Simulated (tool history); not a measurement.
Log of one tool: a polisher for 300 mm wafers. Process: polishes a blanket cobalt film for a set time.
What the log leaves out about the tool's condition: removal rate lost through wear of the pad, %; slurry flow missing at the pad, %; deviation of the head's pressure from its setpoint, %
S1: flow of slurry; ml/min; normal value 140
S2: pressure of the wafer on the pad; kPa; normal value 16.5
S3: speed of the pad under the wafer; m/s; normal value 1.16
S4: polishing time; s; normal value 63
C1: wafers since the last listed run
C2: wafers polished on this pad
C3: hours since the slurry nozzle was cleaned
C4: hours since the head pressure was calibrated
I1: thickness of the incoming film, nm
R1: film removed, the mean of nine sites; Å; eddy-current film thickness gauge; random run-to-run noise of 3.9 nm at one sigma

run,hour,S1,S2,S3,S4,C1,C2,C3,C4,I1,R1
1,0.0,140,16.5,1.44,63,0,159,129.8,643.3,1457.4,6260
2,11.9,140,19.3,1.16,63,77,236,141.7,655.2,1491.0,5731
3,23.9,140,19.3,1.16,63,77,314,153.7,667.2,1451.6,5712
4,32.0,140,19.3,1.16,63,52,367,161.8,675.3,1507.5,5631
5,47.9,140,16.5,1.16,63,103,470,177.7,691.2,1483.0,4882
6,61.0,140,16.5,1.16,63,85,555,190.8,704.3,1461.8,4801
7,67.5,140,16.5,1.16,63,42,597,197.3,710.8,1490.4,4741
# hour 81.6: worn pad replaced by a new one
8,83.4,140,16.5,1.16,63,77,11,213.2,726.7,1496.4,4940
9,90.5,140,16.5,1.16,63,46,57,220.3,733.8,1486.3,4816
10,104.3,140,16.5,1.16,63,89,147,234.1,747.6,1478.2,4873
11,112.2,140,16.5,1.30,70,51,198,242.0,755.5,1482.7,6023
12,128.4,140,16.5,1.30,70,105,303,258.2,771.7,1468.1,5965
13,143.5,140,16.5,1.16,63,98,401,273.3,786.8,1493.6,4710
14,153.4,140,16.5,1.16,63,64,466,283.2,796.7,1483.5,4604
# hour 164.0: slurry nozzle cleaned
# hour 172.5: worn pad replaced by a new one
15,173.0,140,16.5,1.16,63,94,3,9.0,816.3,1471.9,5052
16,179.7,90,11.0,1.16,81,43,46,15.7,823.0,1498.5,4225
17,196.7,140,16.5,1.16,63,110,156,32.7,840.0,1506.7,5089
18,235.9,140,14.5,1.16,41,254,411,71.9,879.2,1480.3,2853
19,246.3,170,13.1,1.16,63,67,479,82.3,889.6,1459.9,4112
20,261.9,140,19.3,1.16,63,101,580,97.9,905.2,1455.8,5527
# hour 271.0: head pressure recalibrated
21,276.3,140,16.5,1.16,63,80,660,112.3,5.3,1510.9,4790
# hour 287.0: worn pad replaced by a new one
22,287.5,140,16.5,1.16,74,46,3,123.5,16.5,1469.7,5899
23,310.6,140,18.6,0.96,54,150,153,146.6,39.6,1479.4,3892
24,321.0,100,21.4,0.80,49,67,220,157.0,50.0,1500.5,3066
25,335.5,140,20.7,1.16,63,94,314,171.5,64.5,1478.1,6036
26,346.2,140,16.5,1.16,63,69,384,182.2,75.2,1485.2,4943
27,362.9,180,17.9,1.16,42,108,492,198.9,91.9,1492.4,3552
28,377.5,140,16.5,1.48,63,94,587,213.5,106.5,1485.4,5953
29,385.8,140,16.5,1.16,63,53,641,221.8,114.8,1483.0,4648
# hour 400.0: worn pad replaced by a new one
30,400.5,140,16.5,1.16,63,69,3,236.5,129.5,1503.1,4768
31,411.2,140,20.7,1.16,56,69,72,247.2,140.2,1481.9,5248

Below are 3 alternative next runs, each starting from the tool's condition after run 31. Predict each:
A,411.6,140,16.5,0.82,63,2,75,247.6,140.6,1504.1,?
B,411.6,140,16.5,0.80,63,2,75,247.6,140.6,1504.1,?
C,411.6,180,18.6,1.16,63,2,75,247.6,140.6,1504.1,?

run,R1
A,3324
B,3243
C,5494
Stripped of hidden state, with their random variation kept, the same runs would have yielded:
run,R1
A,3580
B,3493
C,5838
